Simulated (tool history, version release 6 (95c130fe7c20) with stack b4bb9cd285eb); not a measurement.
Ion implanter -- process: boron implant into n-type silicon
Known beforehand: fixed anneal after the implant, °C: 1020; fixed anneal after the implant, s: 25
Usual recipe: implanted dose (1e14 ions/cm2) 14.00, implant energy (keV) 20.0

| run | hour | implanted dose (1e14 ions/cm2) | implant energy (keV) | wafers since the last listed run | hours since the last dose calibration | hours since the extraction supply was calibrated | hours since the gauge calibration | read-back reference wafer on the same gauge, sheet resistance | sheet resistance of the implanted and annealed layer (ohm/square) |
|---|---|---|---|---|---|---|---|---|---|
| 1 | 0.0 | 14.00 | 20.0 | 0 | 582.2 | 2799.1 | 440.7 | 101.17 | 87.81 |
| 2 | 35.2 | 17.34 | 20.0 | 538 | 617.4 | 2834.3 | 475.9 | 101.16 | 75.52 |
| 3 | 61.0 | 14.00 | 20.0 | 394 | 643.2 | 2860.1 | 501.7 | 101.13 | 87.76 |
| 4 | 85.0 | 14.00 | 20.0 | 367 | 667.2 | 2884.1 | 525.7 | 101.16 | 87.64 |
| 5 | 101.0 | 14.00 | 20.0 | 244 | 683.2 | 2900.1 | 541.7 | 101.23 | 87.29 |
| 6 | 133.2 | 15.43 | 20.0 | 492 | 715.4 | 2932.3 | 573.9 | 101.21 | 81.90 |
| 7 | 166.8 | 15.43 | 20.0 | 514 | 749.0 | 2965.9 | 607.5 | 101.20 | 81.68 |
| 8 | 192.4 | 15.43 | 20.0 | 391 | 774.6 | 2991.5 | 633.1 | 101.20 | 81.42 |
| 9 | 215.5 | 16.59 | 16.0 | 353 | 797.7 | 3014.6 | 656.2 | 101.18 | 81.65 |
|  | 233.9 | gauge calibrated |
| 10 | 242.0 | 14.00 | 23.0 | 405 | 824.2 | 3041.1 | 8.1 | 101.13 | 86.00 |
|  | 256.3 | Faraday cup replaced and dose calibrated |
| 11 | 261.9 | 14.00 | 23.0 | 182 | 5.6 | 3061.0 | 28.0 | 101.19 | 84.51 |
| 12 | 288.0 | 14.00 | 23.0 | 399 | 31.7 | 3087.1 | 54.1 | 101.21 | 84.01 |
| 13 | 309.9 | 11.14 | 16.5 | 335 | 53.6 | 3109.0 | 76.0 | 101.25 | 104.36 |
| 14 | 338.4 | 11.07 | 13.0 | 436 | 82.1 | 3137.5 | 104.5 | 101.22 | 109.22 |
|  | 349.5 | extraction supply calibrated |
| 15 | 365.7 | 10.54 | 26.5 | 295 | 109.4 | 16.2 | 131.8 | 101.17 | 103.98 |
|  | 374.2 | Faraday cup replaced and dose calibrated, repeated, since the last time left the tool worse |
| 16 | 396.7 | 12.13 | 20.0 | 352 | 22.5 | 47.2 | 162.8 | 101.20 | 98.84 |
| 17 | 411.6 | 17.14 | 17.5 | 228 | 37.4 | 62.1 | 177.7 | 101.24 | 79.38 |
| 18 | 436.2 | 14.00 | 20.0 | 376 | 62.0 | 86.7 | 202.3 | 101.17 | 88.51 |
| 19 | 470.9 | 10.24 | 16.0 | 531 | 96.7 | 121.4 | 237.0 | 101.19 | 115.91 |
| 20 | 494.8 | 14.00 | 20.0 | 365 | 120.6 | 145.3 | 260.9 | 101.16 | 88.20 |
| 21 | 515.1 | 14.00 | 14.5 | 310 | 140.9 | 165.6 | 281.2 | 101.13 | 93.60 |
| 22 | 539.3 | 15.25 | 22.0 | 370 | 165.1 | 189.8 | 305.4 | 101.12 | 81.60 |
| 23 | 632.8 | 15.27 | 22.5 | 1431 | 258.6 | 283.3 | 398.9 | 101.30 | 80.90 |
| 24 | 650.9 | 11.86 | 15.0 | 277 | 276.7 | 301.4 | 417.0 | 101.22 | 103.55 |
| 25 | 669.0 | 14.00 | 23.5 | 277 | 294.8 | 319.5 | 435.1 | 101.19 | 86.08 |

4 ways to go on from here, each from the tool as it stands after run 25. What would each give?
| A | 669.4 | 15.87 | 20.0 | 6 | 295.2 | 319.9 | 435.5 | ? | ? |
| B | 669.4 | 10.72 | 15.0 | 6 | 295.2 | 319.9 | 435.5 | ? | ? |
| C | 669.4 | 11.36 | 17.0 | 6 | 295.2 | 319.9 | 435.5 | ? | ? |
| D | 669.4 | 12.09 | 20.0 | 6 | 295.2 | 319.9 | 435.5 | ? | ? |

| run | read-back reference wafer on the same gauge, sheet resistance | sheet resistance of the implanted and annealed layer (ohm/square) |
|---|---|---|
| A | 101.18 | 80.30 |
| B | 101.18 | 111.86 |
| C | 101.18 | 105.08 |
| D | 101.18 | 98.12 |
Had the tool no hidden state, the same runs would have come out as:
| run | sheet resistance of the implanted and annealed layer (ohm/square) |
|---|---|
| A | 81.32 |
| B | 113.46 |
| C | 106.59 |
| D | 99.55 |
